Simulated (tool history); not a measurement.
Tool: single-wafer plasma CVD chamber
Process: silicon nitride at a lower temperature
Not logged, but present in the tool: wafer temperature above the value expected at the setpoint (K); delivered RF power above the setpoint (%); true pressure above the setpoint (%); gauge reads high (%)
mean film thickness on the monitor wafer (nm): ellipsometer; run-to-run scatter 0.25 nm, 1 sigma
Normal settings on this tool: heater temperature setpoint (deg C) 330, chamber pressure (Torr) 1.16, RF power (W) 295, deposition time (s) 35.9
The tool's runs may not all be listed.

run,hour,heater temperature setpoint (deg C),chamber pressure (Torr),RF power (W),deposition time (s),wafers since the last listed run,hours since the last thermocouple change,hours since the last RF generator calibration,hours since the last manometer calibration,hours since the showerhead was replaced,hours since the gauge calibration,"read-back reference wafer on the same gauge, thickness_nm",mean film thickness on the monitor wafer (nm)
1,0.0,320,1.16,295,35.9,0,581.7,160.6,2236.2,4552.3,1967.3,41.209,40.078
2,71.2,330,1.16,295,35.9,1183,652.9,231.8,2307.4,4623.5,2038.5,41.231,40.119
3,102.4,330,1.16,295,35.9,518,684.1,263.0,2338.6,4654.7,2069.7,41.242,40.248
4,130.7,330,1.16,295,35.9,470,712.4,291.3,2366.9,4683.0,2098.0,41.131,40.254
5,166.5,330,1.16,295,35.9,595,748.2,327.1,2402.7,4718.8,2133.8,41.119,40.135
# hour 203.7: capacitance manometer re-zeroed and calibrated
6,226.0,330,1.16,295,35.9,856,807.7,386.6,22.3,4778.3,2193.3,41.206,40.060
7,272.4,330,1.16,295,41.3,771,854.1,433.0,68.7,4824.7,2239.7,41.077,46.194
8,306.4,330,1.16,335,38.5,565,888.1,467.0,102.7,4858.7,2273.7,41.052,44.496
# hour 440.3: showerhead replaced
9,503.7,322,1.07,335,35.9,3146,1085.4,664.3,300.0,63.4,2471.0,40.965,40.432
# hour 551.6: thermocouple changed; heater temperature recalibrated
10,552.1,318,1.04,320,42.1,671,0.5,712.7,348.4,111.8,2519.4,40.999,46.208
11,618.7,323,0.98,295,32.8,1107,67.1,779.3,415.0,178.4,2586.0,40.835,34.410
# hour 626.8: RF generator calibrated
12,661.8,330,1.30,250,32.1,583,110.2,35.0,458.1,221.5,2629.1,40.854,34.814
13,694.2,330,1.16,295,35.9,538,142.6,67.4,490.5,253.9,2661.5,40.913,39.392
# hour 728.1: gauge calibrated
14,730.8,330,1.38,295,35.9,608,179.2,104.0,527.1,290.5,2.7,42.407,43.678
15,799.8,339,1.37,250,31.2,1147,248.2,173.0,596.1,359.5,71.7,42.469,36.089
16,869.0,323,0.88,245,33.3,1150,317.4,242.2,665.3,428.7,140.9,42.513,32.377

Estimate the outcome of run 17 from the log above:
17,920.4,330,1.16,295,35.9,854,368.8,293.6,716.7,480.1,192.3,?,?

Run 17 came out at read-back reference wafer on the same gauge, thickness_nm 42.387, mean film thickness on the monitor wafer (nm) 41.553.
If the tool had no hidden condition, the same run with the same run-to-run variation would have returned mean film thickness on the monitor wafer (nm) 41.565.

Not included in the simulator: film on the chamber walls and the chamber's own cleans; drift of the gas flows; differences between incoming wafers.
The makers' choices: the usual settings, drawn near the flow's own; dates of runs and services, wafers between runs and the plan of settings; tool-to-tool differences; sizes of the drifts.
